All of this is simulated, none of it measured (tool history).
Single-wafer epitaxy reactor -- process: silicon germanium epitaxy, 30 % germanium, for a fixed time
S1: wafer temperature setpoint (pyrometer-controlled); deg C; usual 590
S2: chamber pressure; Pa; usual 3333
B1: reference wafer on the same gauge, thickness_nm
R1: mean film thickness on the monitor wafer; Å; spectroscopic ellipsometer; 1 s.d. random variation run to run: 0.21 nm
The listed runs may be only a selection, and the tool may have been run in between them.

{"run": 1, "hour": 0.0, "S1": 590, "S2": 3813, "B1": 50.505, "R1": 526.85}
{"run": 2, "hour": 50.4, "S1": 599, "S2": 3666, "B1": 50.518, "R1": 631.84}
{"run": 3, "hour": 153.5, "S1": 599, "S2": 3666, "B1": 50.482, "R1": 630.57}
{"run": 4, "hour": 256.3, "S1": 590, "S2": 3333, "B1": 50.416, "R1": 499.26}
{"run": 5, "hour": 319.4, "S1": 590, "S2": 3333, "B1": 50.336, "R1": 501.19}
{"run": 6, "hour": 424.8, "S1": 590, "S2": 3333, "B1": 50.234, "R1": 495.55}
{"run": 7, "hour": 462.2, "S1": 590, "S2": 3053, "B1": 50.27, "R1": 483.41}
{"run": 8, "hour": 514.8, "S1": 590, "S2": 3053, "B1": 50.127, "R1": 485.71}
{"run": 9, "hour": 584.4, "S1": 590, "S2": 3053, "B1": 50.067, "R1": 484.18}
{"run": 10, "hour": 647.9, "S1": 601, "S2": 3733, "B1": 49.997, "R1": 654.52}
{"run": 11, "hour": 748.7, "S1": 601, "S2": 3733, "B1": 49.833, "R1": 649.59}
{"run": 12, "hour": 800.0, "S1": 601, "S2": 3733, "B1": 49.756, "R1": 649.45}
{"hour": 881.3, "done": "capacitance manometer re-zeroed and calibrated"}
{"run": 13, "hour": 899.0, "S1": 590, "S2": 3986, "B1": 49.661, "R1": 525.27}
{"hour": 1019.4, "done": "gauge calibrated"}
{"run": 14, "hour": 1130.8, "S1": 590, "S2": 3986, "B1": 50.588, "R1": 534.56}
{"run": 15, "hour": 1238.1, "S1": 590, "S2": 3333, "B1": 50.602, "R1": 503.31}
{"run": 16, "hour": 1278.3, "S1": 584, "S2": 2520, "B1": 50.599, "R1": 403.11}
{"run": 17, "hour": 1374.5, "S1": 590, "S2": 3333, "B1": 50.526, "R1": 499.64}
{"hour": 1405.9, "done": "pyrometer calibrated"}
{"run": 18, "hour": 1415.6, "S1": 590, "S2": 3333, "B1": 50.539, "R1": 503.58}
{"hour": 1508.7, "done": "showerhead replaced"}
{"run": 19, "hour": 1509.2, "S1": 590, "S2": 3053, "B1": 50.482, "R1": 487.26}
{"run": 20, "hour": 1564.4, "S1": 583, "S2": 3560, "B1": 50.398, "R1": 439.89}
{"run": 21, "hour": 1667.4, "S1": 590, "S2": 3333, "B1": 50.348, "R1": 500.43}
{"run": 22, "hour": 1725.4, "S1": 590, "S2": 3880, "B1": 50.313, "R1": 527.52}
{"run": 23, "hour": 1791.8, "S1": 577, "S2": 3333, "B1": 50.237, "R1": 376.35}
{"run": 24, "hour": 1868.4, "S1": 576, "S2": 3120, "B1": 50.133, "R1": 359.42}
{"run": 25, "hour": 1909.0, "S1": 597, "S2": 2880, "B1": 50.07, "R1": 549.99}
{"run": 26, "hour": 1996.2, "S1": 581, "S2": 3333, "B1": 49.919, "R1": 409.96}
{"run": 27, "hour": 2058.1, "S1": 590, "S2": 3333, "B1": 49.803, "R1": 497.11}
{"hour": 2104.2, "done": "gauge calibrated"}
{"run": 28, "hour": 2111.2, "S1": 576, "S2": 3933, "B1": 50.723, "R1": 395.33}
{"run": 29, "hour": 2173.8, "S1": 597, "S2": 2933, "B1": 50.782, "R1": 560.47}
{"run": 30, "hour": 2261.7, "S1": 580, "S2": 3880, "B1": 50.786, "R1": 431.77}
{"run": 31, "hour": 2307.2, "S1": 577, "S2": 3626, "B1": 50.692, "R1": 394.43}

How would selected steps in R1 from run to run divide? Give the signed amount a tool lacking its hidden state would still show from settings, what came in and random variation, and the signed amount left for the hidden state, including any gauge scatter that is not in both of the compared results.
Hidden state at play: wafer temperature above the value expected at the setpoint (K); true pressure above the setpoint (%); gauge reads high (%).
Run 9 -> 10: S1 590 -> 601, S2 3053 -> 3733. R1 +170.34 Å: hidden state -3.23, all else +173.57.
Run 13 -> 14: gauge calibrated. R1 +9.29 Å: hidden state +10.58, all else -1.29.
Run 24 -> 25: S1 576 -> 597, S2 3120 -> 2880. R1 +190.57 Å: hidden state -2.73, all else +193.30.
Run 27 -> 28: S1 590 -> 576, S2 3333 -> 3933, gauge calibrated. R1 -101.78 Å: hidden state +8.95, all else -110.73.
Run 28 -> 29: S1 576 -> 597, S2 3933 -> 2933. R1 +165.14 Å: hidden state +0.28, all else +164.86.

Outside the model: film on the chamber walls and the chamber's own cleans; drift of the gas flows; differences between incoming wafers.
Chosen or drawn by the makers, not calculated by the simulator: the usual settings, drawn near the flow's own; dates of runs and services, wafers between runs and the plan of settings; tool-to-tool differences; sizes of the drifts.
